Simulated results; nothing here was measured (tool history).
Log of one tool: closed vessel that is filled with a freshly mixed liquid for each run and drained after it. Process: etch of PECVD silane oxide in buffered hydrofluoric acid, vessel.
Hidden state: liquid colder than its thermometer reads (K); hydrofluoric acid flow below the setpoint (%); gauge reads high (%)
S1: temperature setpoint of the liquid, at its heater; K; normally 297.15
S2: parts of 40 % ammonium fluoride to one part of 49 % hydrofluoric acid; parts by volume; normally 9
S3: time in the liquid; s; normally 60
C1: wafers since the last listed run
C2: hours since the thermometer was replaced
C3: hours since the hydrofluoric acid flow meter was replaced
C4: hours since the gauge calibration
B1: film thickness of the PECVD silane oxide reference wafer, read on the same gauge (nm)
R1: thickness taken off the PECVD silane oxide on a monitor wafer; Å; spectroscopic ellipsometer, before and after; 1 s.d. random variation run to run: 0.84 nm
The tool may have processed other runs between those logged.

Run 1, hour 0: usual settings; C1 0; C2 2053.3; C3 2234.1; C4 204.7; B1 110.02. Result: R1 2238.5 Å.
Run 2, hour 10: usual settings; C1 1181; C2 2063.3; C3 2244.1; C4 214.7; B1 109.98. Result: R1 2254.5 Å.
Run 3, hour 25.1: usual settings but S3 45 s; C1 1783; C2 2078.4; C3 2259.2; C4 229.8; B1 109.98. Result: R1 1685.6 Å.
Run 4, hour 42.9: usual settings but S3 45 s; C1 2102; C2 2096.2; C3 2277; C4 247.6; B1 110.02. Result: R1 1669.3 Å.
Run 5, hour 56.9: usual settings but S3 50 s; C1 1653; C2 2110.2; C3 2291; C4 261.6; B1 110.01. Result: R1 1861.1 Å.
Run 6, hour 72.2: usual settings but S3 50 s; C1 1807; C2 2125.5; C3 2306.3; C4 276.9; B1 110.02. Result: R1 1864.2 Å.
Run 7, hour 81.9: usual settings but S3 50 s; C1 1145; C2 2135.2; C3 2316; C4 286.6; B1 109.99. Result: R1 1857.2 Å.
Run 8, hour 91: usual settings; C1 1075; C2 2144.3; C3 2325.1; C4 295.7; B1 109.99. Result: R1 2223.5 Å.
Run 9, hour 101.7: usual settings; C1 1264; C2 2155; C3 2335.8; C4 306.4; B1 110.03. Result: R1 2220.5 Å.
Run 10, hour 119.6: usual settings but S1 294.65 K, S2 6.5 parts by volume; C1 2114; C2 2172.9; C3 2353.7; C4 324.3; B1 109.97. Result: R1 2605.4 Å.
At hour 128.2: gauge calibrated.
Run 11, hour 130.8: usual settings but S1 294.65 K, S2 6.5 parts by volume; C1 1323; C2 2184.1; C3 2364.9; C4 2.6; B1 110.02. Result: R1 2618.6 Å.
Run 12, hour 141.1: usual settings but S1 294.65 K, S2 6.5 parts by volume; C1 1216; C2 2194.4; C3 2375.2; C4 12.9; B1 110.03. Result: R1 2599.5 Å.
At hour 143.2: hydrofluoric acid flow meter replaced.
Run 13, hour 150.2: usual settings; C1 956; C2 2203.5; C3 7; C4 22; B1 110.06. Result: R1 2392.2 Å.
Run 14, hour 165.3: usual settings; C1 1783; C2 2218.6; C3 22.1; C4 37.1; B1 110.06. Result: R1 2399.4 Å.
Run 15, hour 178.2: usual settings but S2 11 parts by volume, S3 75 s; C1 1523; C2 2231.5; C3 35; C4 50; B1 109.98. Result: R1 2543.2 Å.
Run 16, hour 184.5: usual settings but S2 10.5 parts by volume; C1 744; C2 2237.8; C3 41.3; C4 56.3; B1 109.99. Result: R1 2131.3 Å.
Run 17, hour 200.8: usual settings but S2 7 parts by volume, S3 30 s; C1 1925; C2 2254.1; C3 57.6; C4 72.6; B1 110.04. Result: R1 1557 Å.
Run 18, hour 208.5: usual settings but S3 50 s; C1 909; C2 2261.8; C3 65.3; C4 80.3; B1 110. Result: R1 2002 Å.
Run 19, hour 223: usual settings but S3 90 s; C1 1712; C2 2276.3; C3 79.8; C4 94.8; B1 109.98. Result: R1 3591.7 Å.
At hour 230.3: thermometer replaced.
Run 20, hour 238.7: usual settings; C1 1736; C2 8.4; C3 95.5; C4 110.5; B1 110.02. Result: R1 2574.2 Å.
Run 21, hour 251: usual settings but S1 299.15 K; C1 1453; C2 20.7; C3 107.8; C4 122.8; B1 109.99. Result: R1 2849.5 Å.
Run 22, hour 267.9: usual settings; C1 1996; C2 37.6; C3 124.7; C4 139.7; B1 109.98. Result: R1 2563 Å.
Run 23, hour 310.7: usual settings but S1 292.15 K, S3 75 s; C1 5056; C2 80.4; C3 167.5; C4 182.5; B1 110.04. Result: R1 2408.6 Å.
Run 24, hour 324.6: usual settings but S3 50 s; C1 1642; C2 94.3; C3 181.4; C4 196.4; B1 110.01. Result: R1 2128.8 Å.
Run 25, hour 332.7: usual settings but S1 294.65 K, S2 11.5 parts by volume; C1 956; C2 102.4; C3 189.5; C4 204.5; B1 110.01. Result: R1 1797.7 Å.
Run 26, hour 344.2: usual settings; C1 1358; C2 113.9; C3 201; C4 216; B1 109.98. Result: R1 2546.7 Å.
Run 27, hour 362.1: usual settings but S3 75 s; C1 2114; C2 131.8; C3 218.9; C4 233.9; B1 109.99. Result: R1 3184.7 Å.
Run 28, hour 368.3: usual settings but S1 294.65 K, S3 35 s; C1 732; C2 138; C3 225.1; C4 240.1; B1 110.01. Result: R1 1299.3 Å.
Run 29, hour 376.2: usual settings but S1 295.15 K, S2 5.5 parts by volume, S3 30 s; C1 933; C2 145.9; C3 233; C4 248; B1 110.02. Result: R1 1824.9 Å.
Run 30, hour 392.9: usual settings but S2 11.5 parts by volume; C1 1972; C2 162.6; C3 249.7; C4 264.7; B1 110.03. Result: R1 2054.3 Å.
Run 31, hour 406.7: usual settings but S1 294.15 K, S2 11.5 parts by volume, S3 75 s; C1 1630; C2 176.4; C3 263.5; C4 278.5; B1 110.01. Result: R1 2159 Å.

What was the tool's hidden state at every run in the log?
gauge reads high (%): 0 across all the runs
H1: liquid colder than its thermometer reads (K)
H2: hydrofluoric acid flow below the setpoint (%)
run     H1    H2
  1   1.37  12.2
  2   1.37  12.2
  3   1.38  12.3
  4    1.4  12.4
  5    1.4  12.4
  6   1.41  12.5
  7   1.42  12.6
  8   1.43  12.6
  9   1.43  12.7
 10   1.44  12.8
 11   1.45  12.8
 12   1.46  12.9
 13   1.46  2.25
 14   1.47  2.32
 15   1.48  2.39
 16   1.49  2.42
 17    1.5   2.5
 18    1.5  2.54
 19   1.51  2.62
 20  0.239   2.7
 21  0.247  2.76
 22  0.257  2.84
 23  0.285  3.06
 24  0.294  3.13
 25  0.299  3.17
 26  0.306  3.23
 27  0.318  3.32
 28  0.321  3.35
 29  0.327  3.39
 30  0.337  3.48
 31  0.346  3.55

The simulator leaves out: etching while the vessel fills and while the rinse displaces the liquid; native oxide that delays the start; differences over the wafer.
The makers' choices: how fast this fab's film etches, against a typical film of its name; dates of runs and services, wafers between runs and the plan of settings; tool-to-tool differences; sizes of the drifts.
